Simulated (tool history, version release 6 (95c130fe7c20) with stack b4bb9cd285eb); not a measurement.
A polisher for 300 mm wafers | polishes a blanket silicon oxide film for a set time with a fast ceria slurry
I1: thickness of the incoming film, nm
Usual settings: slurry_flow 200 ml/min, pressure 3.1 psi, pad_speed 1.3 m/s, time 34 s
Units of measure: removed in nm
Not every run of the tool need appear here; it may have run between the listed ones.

{"run": 1, "hour": 0.0, "slurry_flow": 200, "pressure": 3.1, "pad_speed": 1.3, "time": 34, "I1": 2897.9, "removed": 687.3}
{"run": 2, "hour": 28.4, "slurry_flow": 200, "pressure": 3.1, "pad_speed": 1.3, "time": 34, "I1": 2921.9, "removed": 660.3}
{"hour": 50.0, "done": "worn pad replaced by a new one"}
{"hour": 52.3, "done": "slurry nozzle cleaned"}
{"run": 3, "hour": 62.2, "slurry_flow": 200, "pressure": 3.1, "pad_speed": 1.3, "time": 34, "I1": 2911.4, "removed": 714.1}
{"run": 4, "hour": 75.0, "slurry_flow": 200, "pressure": 3.1, "pad_speed": 1.6, "time": 34, "I1": 2882.9, "removed": 867.6}
{"run": 5, "hour": 151.1, "slurry_flow": 200, "pressure": 3.1, "pad_speed": 1.6, "time": 34, "I1": 2939.8, "removed": 761.2}
{"hour": 171.0, "done": "worn pad replaced by a new one"}
{"run": 6, "hour": 177.9, "slurry_flow": 200, "pressure": 3.1, "pad_speed": 1.6, "time": 34, "I1": 2876, "removed": 840}
{"hour": 191.7, "done": "head pressure recalibrated"}
{"run": 7, "hour": 202.0, "slurry_flow": 200, "pressure": 2.5, "pad_speed": 1.3, "time": 34, "I1": 2899.9, "removed": 588.8}
{"run": 8, "hour": 220.2, "slurry_flow": 200, "pressure": 2.5, "pad_speed": 1.3, "time": 34, "I1": 2928.1, "removed": 577.4}
{"run": 9, "hour": 248.3, "slurry_flow": 200, "pressure": 3.1, "pad_speed": 1.3, "time": 34, "I1": 2890.6, "removed": 660.7}
{"hour": 271.2, "done": "slurry nozzle cleaned"}
{"hour": 285.5, "done": "worn pad replaced by a new one"}
{"run": 10, "hour": 318.4, "slurry_flow": 200, "pressure": 3.1, "pad_speed": 1.3, "time": 34, "I1": 2934.9, "removed": 711.5}
{"run": 11, "hour": 347.7, "slurry_flow": 145, "pressure": 3.1, "pad_speed": 1.58, "time": 24, "I1": 2884.8, "removed": 564.1}
{"run": 12, "hour": 377.7, "slurry_flow": 170, "pressure": 3.1, "pad_speed": 0.88, "time": 34, "I1": 2914.5, "removed": 462.7}
{"hour": 384.8, "done": "worn pad replaced by a new one"}
{"run": 13, "hour": 421.0, "slurry_flow": 200, "pressure": 3.1, "pad_speed": 0.84, "time": 38, "I1": 2871.9, "removed": 530.1}
{"run": 14, "hour": 445.7, "slurry_flow": 130, "pressure": 3.1, "pad_speed": 1.3, "time": 42, "I1": 2890.8, "removed": 810.8}
{"run": 15, "hour": 463.0, "slurry_flow": 245, "pressure": 3.5, "pad_speed": 1.3, "time": 34, "I1": 2907.9, "removed": 744.1}
{"hour": 486.9, "done": "slurry nozzle cleaned"}
{"run": 16, "hour": 494.7, "slurry_flow": 165, "pressure": 3.5, "pad_speed": 1.52, "time": 34, "I1": 2908, "removed": 761}
{"hour": 508.6, "done": "worn pad replaced by a new one"}
{"run": 17, "hour": 511.5, "slurry_flow": 155, "pressure": 3.1, "pad_speed": 1.3, "time": 25, "I1": 2913.5, "removed": 504.1}
{"run": 18, "hour": 544.6, "slurry_flow": 230, "pressure": 3.1, "pad_speed": 1.3, "time": 37, "I1": 2899.9, "removed": 762.1}

5 options for the next run, each taken on its own from the tool as it stands now. Forecast them:
{"run": "A", "hour": 545.0, "slurry_flow": 200, "pressure": 3.4, "pad_speed": 1.3, "time": 34, "I1": 2866.1, "removed": "?"}
{"run": "B", "hour": 545.0, "slurry_flow": 270, "pressure": 3.1, "pad_speed": 1.3, "time": 26, "I1": 2866.1, "removed": "?"}
{"run": "C", "hour": 545.0, "slurry_flow": 235, "pressure": 4.1, "pad_speed": 1.7, "time": 29, "I1": 2866.1, "removed": "?"}
{"run": "D", "hour": 545.0, "slurry_flow": 200, "pressure": 3.1, "pad_speed": 1.1, "time": 34, "I1": 2866.1, "removed": "?"}
{"run": "E", "hour": 545.0, "slurry_flow": 225, "pressure": 2.2, "pad_speed": 1.7, "time": 26, "I1": 2866.1, "removed": "?"}

run=A removed=743.1
run=B removed=539.8
run=C removed=945.1
run=D removed=600
run=E removed=513.1
With no hidden state in the tool, these same runs would have given:
run=A removed=764.4
run=B removed=555.3
run=C removed=972.3
run=D removed=617.2
run=E removed=527.8

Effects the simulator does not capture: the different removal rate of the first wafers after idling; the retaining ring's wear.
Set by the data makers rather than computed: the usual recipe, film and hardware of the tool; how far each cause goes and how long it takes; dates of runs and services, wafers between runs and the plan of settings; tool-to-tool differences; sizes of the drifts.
